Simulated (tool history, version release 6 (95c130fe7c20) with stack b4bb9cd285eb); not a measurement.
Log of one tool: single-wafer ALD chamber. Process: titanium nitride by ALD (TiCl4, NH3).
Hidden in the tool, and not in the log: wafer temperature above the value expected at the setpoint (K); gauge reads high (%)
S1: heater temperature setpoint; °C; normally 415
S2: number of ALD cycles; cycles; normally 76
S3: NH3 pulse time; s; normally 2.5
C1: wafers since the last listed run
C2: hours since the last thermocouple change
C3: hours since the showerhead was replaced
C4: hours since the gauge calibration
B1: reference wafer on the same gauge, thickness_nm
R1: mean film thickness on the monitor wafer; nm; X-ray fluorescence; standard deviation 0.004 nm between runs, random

Run 1, day 0: usual settings but S1 422 °C, S2 87 cycles; C1 0; C2 2547.8; C3 2473; C4 131; B1 1.653. Result: R1 1.858 nm.
Run 2, day 0.367: usual settings but S1 422 °C, S2 87 cycles; C1 31; C2 2556.6; C3 2481.8; C4 139.8; B1 1.653. Result: R1 1.859 nm.
Run 3, day 1.046: usual settings but S1 422 °C, S2 87 cycles; C1 57; C2 2572.9; C3 2498.1; C4 156.1; B1 1.656. Result: R1 1.861 nm.
Run 4, day 1.342: usual settings; C1 25; C2 2580; C3 2505.2; C4 163.2; B1 1.656. Result: R1 1.625 nm.
Run 5, day 2.038: usual settings; C1 58; C2 2596.7; C3 2521.9; C4 179.9; B1 1.657. Result: R1 1.621 nm.
Run 6, day 2.542: usual settings; C1 42; C2 2608.8; C3 2534; C4 192; B1 1.659. Result: R1 1.617 nm.
Run 7, day 3.225: usual settings; C1 57; C2 2625.2; C3 2550.4; C4 208.4; B1 1.659. Result: R1 1.631 nm.
Run 8, day 3.538: usual settings; C1 26; C2 2632.7; C3 2557.9; C4 215.9; B1 1.663. Result: R1 1.622 nm.
Run 9, day 4.05: usual settings; C1 43; C2 2645; C3 2570.2; C4 228.2; B1 1.66. Result: R1 1.634 nm.
Run 10, day 4.483: usual settings; C1 36; C2 2655.4; C3 2580.6; C4 238.6; B1 1.661. Result: R1 1.631 nm.
Run 11, day 6.117: usual settings; C1 138; C2 2694.6; C3 2619.8; C4 277.8; B1 1.665. Result: R1 1.632 nm.
Run 12, day 6.712: usual settings; C1 50; C2 2708.9; C3 2634.1; C4 292.1; B1 1.67. Result: R1 1.635 nm.
Run 13, day 7.112: usual settings; C1 33; C2 2718.5; C3 2643.7; C4 301.7; B1 1.672. Result: R1 1.629 nm.
Run 14, day 7.767: usual settings; C1 55; C2 2734.2; C3 2659.4; C4 317.4; B1 1.673. Result: R1 1.644 nm.
At day 8.042: gauge calibrated.
Run 15, day 8.375: usual settings; C1 51; C2 2748.8; C3 2674; C4 8; B1 1.653. Result: R1 1.617 nm.
Run 16, day 8.792: usual settings; C1 35; C2 2758.8; C3 2684; C4 18; B1 1.649. Result: R1 1.616 nm.
Run 17, day 9.362: usual settings but S2 64 cycles, S3 3.37 s; C1 48; C2 2772.5; C3 2697.7; C4 31.7; B1 1.651. Result: R1 1.379 nm.
At day 10.483: thermocouple changed; heater temperature recalibrated.
Run 18, day 10.642: usual settings but S1 419 °C, S2 65 cycles, S3 1.84 s; C1 80; C2 3.8; C3 2728.4; C4 62.4; B1 1.653. Result: R1 1.364 nm.
At day 11.383: showerhead replaced.
Run 19, day 11.404: usual settings but S1 427 °C, S2 68 cycles, S3 1.85 s; C1 36; C2 22.1; C3 0.5; C4 80.7; B1 1.653. Result: R1 1.43 nm.
Run 20, day 11.646: usual settings; C1 20; C2 27.9; C3 6.3; C4 86.5; B1 1.654. Result: R1 1.622 nm.
Run 21, day 12.142: usual settings; C1 42; C2 39.8; C3 18.2; C4 98.4; B1 1.654. Result: R1 1.618 nm.
Run 22, day 12.754: usual settings but S1 424 °C, S3 2.82 s; C1 51; C2 54.5; C3 32.9; C4 113.1; B1 1.654. Result: R1 1.632 nm.
Run 23, day 13.254: usual settings but S2 83 cycles, S3 3.07 s; C1 42; C2 66.5; C3 44.9; C4 125.1; B1 1.655. Result: R1 1.78 nm.
Run 24, day 15.029: usual settings but S1 402 °C, S2 90 cycles, S3 2.15 s; C1 150; C2 109.1; C3 87.5; C4 167.7; B1 1.659. Result: R1 1.905 nm.
Run 25, day 15.4: usual settings; C1 31; C2 118; C3 96.4; C4 176.6; B1 1.657. Result: R1 1.622 nm.
Run 26, day 16: usual settings but S1 404 °C; C1 50; C2 132.4; C3 110.8; C4 191; B1 1.661. Result: R1 1.622 nm.
Run 27, day 16.358: usual settings; C1 30; C2 141; C3 119.4; C4 199.6; B1 1.659. Result: R1 1.628 nm.
Run 28, day 17.008: usual settings; C1 55; C2 156.6; C3 135; C4 215.2; B1 1.663. Result: R1 1.629 nm.
Run 29, day 17.3: usual settings but S2 66 cycles, S3 3.31 s; C1 24; C2 163.6; C3 142; C4 222.2; B1 1.663. Result: R1 1.424 nm.
Run 30, day 17.604: usual settings but S2 85 cycles, S3 3.47 s; C1 25; C2 170.9; C3 149.3; C4 229.5; B1 1.665. Result: R1 1.845 nm.
Run 31, day 17.862: usual settings but S1 404 °C, S2 71 cycles, S3 1.77 s; C1 21; C2 177.1; C3 155.5; C4 235.7; B1 1.665. Result: R1 1.495 nm.
Run 32, day 18.333: usual settings but S1 427 °C, S2 68 cycles, S3 1.85 s; C1 39; C2 188.4; C3 166.8; C4 247; B1 1.666. Result: R1 1.444 nm.
Run 33, day 18.629: usual settings; C1 25; C2 195.5; C3 173.9; C4 254.1; B1 1.666. Result: R1 1.63 nm.

Forecast each of these 3 alternatives for the next run:
Run A, day 18.654: usual settings but S2 69 cycles; C1 2; C2 196.1; C3 174.5; C4 254.7; B1 ?. Result: R1 ?.
Run B, day 18.654: usual settings but S1 426 °C, S2 86 cycles, S3 3.09 s; C1 2; C2 196.1; C3 174.5; C4 254.7; B1 ?. Result: R1 ?.
Run C, day 18.654: usual settings but S1 429 °C, S2 68 cycles, S3 3.47 s; C1 2; C2 196.1; C3 174.5; C4 254.7; B1 ?. Result: R1 ?.

run     B1     R1
  A  1.665  1.476
  B  1.665  1.855
  C  1.665  1.471
Had the tool no hidden state, the same runs would have come out as:
run     R1
  A  1.461
  B  1.837
  C  1.456
